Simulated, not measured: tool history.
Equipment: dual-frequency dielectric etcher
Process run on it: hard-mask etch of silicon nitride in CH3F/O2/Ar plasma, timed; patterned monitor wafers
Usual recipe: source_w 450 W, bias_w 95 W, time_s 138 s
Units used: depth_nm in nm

run	hour	source_w	bias_w	time_s	read-back reference wafer on the same gauge, depth_nm	depth_nm
1	0	450	95	138	114	112.8
2	12.5	450	95	138	114	113
3	19.8	450	95	138	114	113
4	36.1	480	110	138	114	120.3
5	52.3	480	110	138	114	120.7
6	77.7	530	95	138	114	116.3
7	78.1	530	95	138	114	116.4
8	83.9	530	95	138	114	116.6
9	89.9	450	95	138	114	112.2
10	100.5	450	95	138	114	112.1
11	125.5	450	95	138	114	112.2
12	125.9	450	95	138	114	112.4
13	138.9	490	95	122	114	100.9
14	153.1	380	105	165	114	133.8
15	168.9	560	114	112.5	114	102.4
16	185.8	450	95	107.5	114	87.5
17	210	410	83	138	114	105.4
18	221.8	450	95	138	114	111.9
19	230	450	114	138	114	119.4
20	238	450	95	117.5	114	95.5
21	248.7	510	111	138	114	121.7
22	264.1	420	114	170.5	114	145
23	269.1	490	106	124	114	106.7
24	277.5	450	95	161.5	114	131.6
25	285.2	350	101	153.5	114	121
26	292.2	450	95	138	114	112.4
27	307.3	450	114	138	114	119.5
28	315.5	390	73	153	114	111.3
29	330	450	81	138	114	107
30	347.9	530	81	179	114	144.7

Between the runs listed above, the log contained 5 entries, not reproduced here. Where in the sequence does each belong, and how does what the log doesn't record of the tool's condition differ from the listed run before to the listed run after?
Run 5 -> run 6: wet clean of the chamber (hour 77.2)
  etch rate over this chamber's usual, %: 1.21 -> 0.163
  what was measured, less what the result would be without the hidden state, depth_nm: +1.4 -> +0.2 nm
Run 10 -> run 11: upper electrode replaced (hour 125)
  etch rate over this chamber's usual, %: 0.22 -> 0.282
  what was measured, less what the result would be without the hidden state, depth_nm: +0.3 -> +0.3 nm
Run 15 -> run 16: gauge calibrated (hour 169.9)
  etch rate over this chamber's usual, %: 0.39 -> 0.432
  what was measured, less what the result would be without the hidden state, depth_nm: +0.4 -> +0.4 nm
Run 20 -> run 21: bias power generator calibrated (hour 242.7)
  etch rate over this chamber's usual, %: 0.562 -> 0.589
  what was measured, less what the result would be without the hidden state, depth_nm: +0.5 -> +0.7 nm
Run 21 -> run 22: source power generator calibrated (hour 263.6)
  etch rate over this chamber's usual, %: 0.589 -> 0.627
  what was measured, less what the result would be without the hidden state, depth_nm: +0.7 -> +0.9 nm
